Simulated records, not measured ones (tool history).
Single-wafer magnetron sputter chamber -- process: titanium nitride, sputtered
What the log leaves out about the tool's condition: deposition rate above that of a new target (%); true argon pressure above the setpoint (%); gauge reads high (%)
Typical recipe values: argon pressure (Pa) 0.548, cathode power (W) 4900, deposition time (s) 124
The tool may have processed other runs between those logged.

run     day  argon pressure (Pa)  cathode power (W)  deposition time (s)  wafers since the last listed run  wafers on the sputter target  hours since the last manometer calibration  hours since the magnet pack was replaced  hours since the gauge calibration  read-back reference wafer on the same gauge, thickness_nm  mean film thickness on the monitor wafer (nm)
  1   0.000                0.387               4900                  137                                 0                          3128                                      1446.2                                   11943.2                              247.2                                                    111.928                                        137.676
  2   4.367                0.387               4900                  137                              1512                          4640                                      1551.0                                   12048.0                              352.0                                                    112.417                                        136.786
  3   5.462                0.548               4900                  124                               379                          5020                                      1577.3                                   12074.3                              378.3                                                    112.469                                        118.094
  4   6.600                0.548               4900                  124                               393                          5414                                      1604.6                                   12101.6                              405.6                                                    112.433                                        116.809
  5   7.542                0.548               4900                  124                               326                          5740                                      1627.2                                   12124.2                              428.2                                                    112.450                                        116.578
  6  10.100                0.548               4900                  124                               886                          6626                                      1688.6                                   12185.6                              489.6                                                    112.393                                        118.224
     10.812  -- magnet pack replaced
     11.262  -- sputter target and shields replaced
  7  11.283                0.548               4900                  124                               178                             7                                      1717.0                                      11.3                              518.0                                                    112.598                                        117.277
  8  12.300                0.548               4900                  124                               352                           359                                      1741.4                                      35.7                              542.4                                                    112.737                                        117.475
  9  13.446                0.706               4900                  140                               396                           756                                      1768.9                                      63.2                              569.9                                                    112.688                                        124.149
 10  14.142                0.706               4900                  140                               241                           997                                      1785.6                                      79.9                              586.6                                                    112.967                                        123.789
 11  15.838                0.706               4900                  140                               587                          1584                                      1826.3                                     120.6                              627.3                                                    112.956                                        124.720
 12  17.088                0.548               4900                  124                               432                          2017                                      1856.3                                     150.6                              657.3                                                    112.992                                        116.834
     17.979  -- capacitance manometer re-zeroed and calibrated
 13  18.000                0.548               5750                  124                               200                          2218                                         0.5                                     172.5                              679.2                                                    113.158                                        137.660
 14  18.879                0.548               4900                  124                               304                          2522                                        21.6                                     193.6                              700.3                                                    113.084                                        117.198
 15  19.988                0.729               4900                  115                               383                          2906                                        48.2                                     220.2                              726.9                                                    112.987                                        101.717
 16  20.538                0.548               5850                  143                               190                          3097                                        61.4                                     233.4                              740.1                                                    113.007                                        160.673
     21.183  -- gauge calibrated
 17  21.242                0.548               4900                  143                               243                          3341                                        78.3                                     250.3                                1.4                                                    109.442                                        131.028
 18  21.992                0.479               4050                  111                               259                          3601                                        96.3                                     268.3                               19.4                                                    109.937                                         87.433
 19  23.025                0.548               3950                  124                               357                          3958                                       121.1                                     293.1                               44.2                                                    110.026                                         91.517
 20  23.600                0.548               4900                  124                               199                          4158                                       134.9                                     306.9                               58.0                                                    110.089                                        114.741
 21  24.912                0.725               3700                  124                               454                          4612                                       166.4                                     338.4                               89.5                                                    110.528                                         81.776
 22  25.500                0.548               4900                  124                               203                          4816                                       180.5                                     352.5                              103.6                                                    110.605                                        115.634
 23  27.875                0.548               4900                  124                               822                          5638                                       237.5                                     409.5                              160.6                                                    111.238                                        114.843
 24  29.292                0.711               4900                  124                               490                          6129                                       271.5                                     443.5                              194.6                                                    111.411                                        108.669
 25  30.188                0.548               4900                  113                               310                          6439                                       293.0                                     465.0                              216.1                                                    111.524                                        104.809
 26  31.262                0.548               4900                  124                               372                          6812                                       318.8                                     490.8                              241.9                                                    111.866                                        115.330
 27  31.883                0.548               5750                  100                               215                          7027                                       333.7                                     505.7                              256.8                                                    111.799                                        110.227
     32.504  -- sputter target and shields replaced
 28  32.621                0.548               4600                  113                               139                            39                                       351.4                                     523.4                              274.5                                                    111.837                                        100.616

What was the tool's hidden state at every run in the log?
deposition rate above that of a new target (%): 0 across all the runs
true argon pressure above the setpoint (%): 0 across all the runs
H1: gauge reads high (%)
run      H1
  1    1.73
  2    2.14
  3    2.22
  4    2.29
  5    2.35
  6    2.47
  7    2.52
  8    2.56
  9     2.6
 10    2.62
 11    2.67
 12     2.7
 13    2.72
 14    2.74
 15    2.76
 16    2.77
 17  -0.436
 18  -0.217
 19  0.0593
 20   0.202
 21     0.5
 22   0.622
 23    1.05
 24    1.26
 25    1.39
 26    1.52
 27    1.59
 28    1.67
